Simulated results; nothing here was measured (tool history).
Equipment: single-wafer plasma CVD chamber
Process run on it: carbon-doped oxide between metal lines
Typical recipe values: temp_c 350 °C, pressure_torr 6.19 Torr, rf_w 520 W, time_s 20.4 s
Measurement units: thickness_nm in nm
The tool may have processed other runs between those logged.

run    hour  temp_c  pressure_torr  rf_w  time_s  read-back reference wafer on the same gauge, thickness_nm  thickness_nm
  1       0     350           6.19   520    22.7                                                    121.204           117
  2    67.2     350           6.19   520    22.7                                                    121.101       116.006
  3   113.6     350           6.19   520    20.4                                                    121.077       104.877
  4   154.3     350           6.19   520    20.4                                                    120.774        104.99
  5   230.4     350           6.19   520    20.4                                                    120.973       105.202
  6   288.2     350           6.19   520      18                                                    120.908         92.82
  7   367.1     350           6.19   520    22.9                                                    120.921       117.687
  8   421.6     357           6.76   520    20.4                                                    120.891       104.372
      446.1  -- showerhead replaced
  9   460.2     350           6.19   520    20.4                                                    121.062       105.262
      673.7  -- gauge calibrated
 10     773     357           7.13   445    17.6                                                    121.242         81.43
 11   867.4     350           6.19   520    20.4                                                    121.072       105.889
 12     931     343           7.53   520      19                                                    121.095       103.696
      951.1  -- RF generator calibrated
 13   986.4     350           4.99   560    18.4                                                    120.795        99.171
 14  1029.2     350           6.19   520    20.4                                                    120.995       109.456
 15    1088     350           6.19   625    20.4                                                    120.879        122.41
     1162.7  -- capacitance manometer re-zeroed and calibrated
 16  1188.9     350           6.19   520    22.9                                                    121.234       121.744
     1221.3  -- thermocouple changed; heater temperature recalibrated
 17    1480     362           6.86   520    24.1                                                    120.891        121.39
 18  1530.2     350           6.19   520    20.4                                                    120.848        105.07
 19  1588.6     350           6.19   520    20.4                                                     120.97       104.822
 20  1679.2     350           6.19   520    20.4                                                    120.893       105.253
 21  1782.2     343           6.19   570    20.4                                                    121.168       114.047
 22  1871.7     350           4.74   425    20.4                                                    120.919        86.345
 23  1963.4     350           6.19   520    23.4                                                    121.156       119.415
 24  2021.9     350            7.3   520    16.4                                                    120.987        85.614
 25  2100.3     350           4.75   485    19.3                                                     120.94        89.844
 26  2172.1     350           6.19   520    20.4                                                    121.079       104.999
 27  2269.6     338              7   575    18.4                                                    121.008       106.953

Hidden state, per run?
true pressure above the setpoint (%): 0 across all the runs
gauge reads high (%): 0 across all the runs
H1: wafer temperature above the value expected at the setpoint (K)
H2: delivered RF power above the setpoint (%)
run        H1      H2
  1     -2.26   -4.34
  2     -2.45   -4.38
  3     -2.59   -4.41
  4     -2.71   -4.43
  5     -2.95   -4.47
  6     -3.14    -4.5
  7     -3.41   -4.53
  8     -3.61   -4.55
  9     -3.75   -4.57
 10     -5.03   -4.66
 11     -5.46   -4.69
 12     -5.76    -4.7
 13     -6.03  -0.577
 14     -6.24  -0.783
 15     -6.54   -1.05
 16     -7.07   -1.46
 17     0.269   -2.41
 18     0.237   -2.55
 19     0.194   -2.69
 20     0.112    -2.9
 21  -0.00299    -3.1
 22    -0.122   -3.27
 23    -0.262   -3.41
 24    -0.361    -3.5
 25    -0.505    -3.6
 26    -0.649   -3.69
 27    -0.863    -3.8
